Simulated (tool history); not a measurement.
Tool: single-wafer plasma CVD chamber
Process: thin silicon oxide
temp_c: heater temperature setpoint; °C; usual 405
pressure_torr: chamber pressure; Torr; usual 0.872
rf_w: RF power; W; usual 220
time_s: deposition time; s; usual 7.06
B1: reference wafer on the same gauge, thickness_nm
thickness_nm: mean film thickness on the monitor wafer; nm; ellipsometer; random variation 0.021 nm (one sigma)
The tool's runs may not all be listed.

{"run": 1, "hour": 0.0, "temp_c": 405, "pressure_torr": 0.872, "rf_w": 220, "time_s": 6.26, "B1": 11.0, "thickness_nm": 9.667}
{"run": 2, "hour": 15.2, "temp_c": 405, "pressure_torr": 0.872, "rf_w": 220, "time_s": 7.53, "B1": 10.997, "thickness_nm": 11.624}
{"run": 3, "hour": 49.8, "temp_c": 405, "pressure_torr": 0.872, "rf_w": 220, "time_s": 7.53, "B1": 11.004, "thickness_nm": 11.609}
{"run": 4, "hour": 75.5, "temp_c": 405, "pressure_torr": 0.872, "rf_w": 220, "time_s": 7.53, "B1": 10.996, "thickness_nm": 11.621}
{"run": 5, "hour": 99.4, "temp_c": 405, "pressure_torr": 0.872, "rf_w": 220, "time_s": 7.06, "B1": 10.999, "thickness_nm": 10.851}
{"run": 6, "hour": 113.3, "temp_c": 405, "pressure_torr": 0.728, "rf_w": 220, "time_s": 7.06, "B1": 11.0, "thickness_nm": 9.29}
{"run": 7, "hour": 142.3, "temp_c": 405, "pressure_torr": 0.872, "rf_w": 220, "time_s": 7.06, "B1": 11.003, "thickness_nm": 10.861}
{"run": 8, "hour": 156.6, "temp_c": 405, "pressure_torr": 0.872, "rf_w": 220, "time_s": 7.06, "B1": 10.999, "thickness_nm": 10.879}
{"hour": 184.2, "done": "gauge calibrated"}
{"run": 9, "hour": 185.0, "temp_c": 405, "pressure_torr": 0.872, "rf_w": 220, "time_s": 7.06, "B1": 11.003, "thickness_nm": 10.839}
{"run": 10, "hour": 209.1, "temp_c": 405, "pressure_torr": 0.872, "rf_w": 220, "time_s": 7.06, "B1": 11.001, "thickness_nm": 10.897}
{"run": 11, "hour": 237.0, "temp_c": 405, "pressure_torr": 0.872, "rf_w": 220, "time_s": 7.06, "B1": 11.002, "thickness_nm": 10.843}
{"run": 12, "hour": 266.4, "temp_c": 405, "pressure_torr": 0.872, "rf_w": 220, "time_s": 7.06, "B1": 11.002, "thickness_nm": 10.87}
{"hour": 298.6, "done": "thermocouple changed; heater temperature recalibrated"}
{"run": 13, "hour": 299.9, "temp_c": 405, "pressure_torr": 0.872, "rf_w": 220, "time_s": 7.06, "B1": 11.003, "thickness_nm": 10.867}
{"run": 14, "hour": 324.8, "temp_c": 405, "pressure_torr": 0.872, "rf_w": 220, "time_s": 8.47, "B1": 10.998, "thickness_nm": 13.005}
{"run": 15, "hour": 337.4, "temp_c": 405, "pressure_torr": 0.725, "rf_w": 255, "time_s": 6.04, "B1": 11.004, "thickness_nm": 8.296}
{"run": 16, "hour": 360.3, "temp_c": 405, "pressure_torr": 0.872, "rf_w": 220, "time_s": 7.06, "B1": 11.0, "thickness_nm": 10.848}
{"hour": 368.5, "done": "RF generator calibrated"}
{"hour": 370.2, "done": "showerhead replaced"}
{"hour": 372.3, "done": "capacitance manometer re-zeroed and calibrated"}
{"run": 17, "hour": 385.1, "temp_c": 405, "pressure_torr": 0.872, "rf_w": 220, "time_s": 7.06, "B1": 11.002, "thickness_nm": 11.542}
{"run": 18, "hour": 419.7, "temp_c": 415, "pressure_torr": 1.004, "rf_w": 200, "time_s": 7.06, "B1": 10.998, "thickness_nm": 12.256}
{"run": 19, "hour": 447.9, "temp_c": 395, "pressure_torr": 0.724, "rf_w": 220, "time_s": 7.06, "B1": 11.0, "thickness_nm": 9.9}
{"run": 20, "hour": 480.5, "temp_c": 405, "pressure_torr": 0.872, "rf_w": 220, "time_s": 7.06, "B1": 10.997, "thickness_nm": 11.439}
{"run": 21, "hour": 513.6, "temp_c": 405, "pressure_torr": 0.872, "rf_w": 230, "time_s": 7.79, "B1": 11.002, "thickness_nm": 12.81}
{"hour": 519.1, "done": "gauge calibrated"}
{"run": 22, "hour": 544.5, "temp_c": 405, "pressure_torr": 0.872, "rf_w": 220, "time_s": 7.06, "B1": 11.006, "thickness_nm": 11.394}
{"run": 23, "hour": 558.7, "temp_c": 414, "pressure_torr": 0.803, "rf_w": 240, "time_s": 6.15, "B1": 11.002, "thickness_nm": 9.508}
{"run": 24, "hour": 584.8, "temp_c": 405, "pressure_torr": 1.087, "rf_w": 220, "time_s": 7.06, "B1": 10.994, "thickness_nm": 13.366}
{"run": 25, "hour": 607.1, "temp_c": 397, "pressure_torr": 0.753, "rf_w": 195, "time_s": 6.56, "B1": 11.001, "thickness_nm": 9.036}
{"run": 26, "hour": 625.7, "temp_c": 405, "pressure_torr": 0.872, "rf_w": 220, "time_s": 7.53, "B1": 11.0, "thickness_nm": 12.136}
{"run": 27, "hour": 638.5, "temp_c": 411, "pressure_torr": 0.872, "rf_w": 260, "time_s": 6.58, "B1": 10.999, "thickness_nm": 11.14}
{"run": 28, "hour": 670.1, "temp_c": 418, "pressure_torr": 0.997, "rf_w": 235, "time_s": 8.35, "B1": 11.001, "thickness_nm": 15.004}
{"run": 29, "hour": 700.6, "temp_c": 411, "pressure_torr": 0.872, "rf_w": 190, "time_s": 7.06, "B1": 10.997, "thickness_nm": 10.738}

The tool's hidden state at each run:
wafer temperature above the value expected at the setpoint (K): 0 in every run
gauge reads high (%): 0 in every run
H1: delivered RF power above the setpoint (%)
H2: true pressure above the setpoint (%)
run=1 H1=-6.08 H2=-4.3
run=2 H1=-6.13 H2=-4.32
run=3 H1=-6.25 H2=-4.34
run=4 H1=-6.34 H2=-4.36
run=5 H1=-6.43 H2=-4.38
run=6 H1=-6.48 H2=-4.38
run=7 H1=-6.58 H2=-4.4
run=8 H1=-6.63 H2=-4.41
run=9 H1=-6.73 H2=-4.43
run=10 H1=-6.81 H2=-4.44
run=11 H1=-6.91 H2=-4.46
run=12 H1=-7.01 H2=-4.47
run=13 H1=-7.13 H2=-4.49
run=14 H1=-7.22 H2=-4.5
run=15 H1=-7.27 H2=-4.51
run=16 H1=-7.35 H2=-4.52
run=17 H1=-0.506 H2=0.41
run=18 H1=-0.628 H2=0.142
run=19 H1=-0.727 H2=-0.0666
run=20 H1=-0.842 H2=-0.298
run=21 H1=-0.959 H2=-0.522
run=22 H1=-1.07 H2=-0.722
run=23 H1=-1.12 H2=-0.812
run=24 H1=-1.21 H2=-0.971
run=25 H1=-1.29 H2=-1.1
run=26 H1=-1.35 H2=-1.21
run=27 H1=-1.4 H2=-1.28
run=28 H1=-1.51 H2=-1.45
run=29 H1=-1.62 H2=-1.61
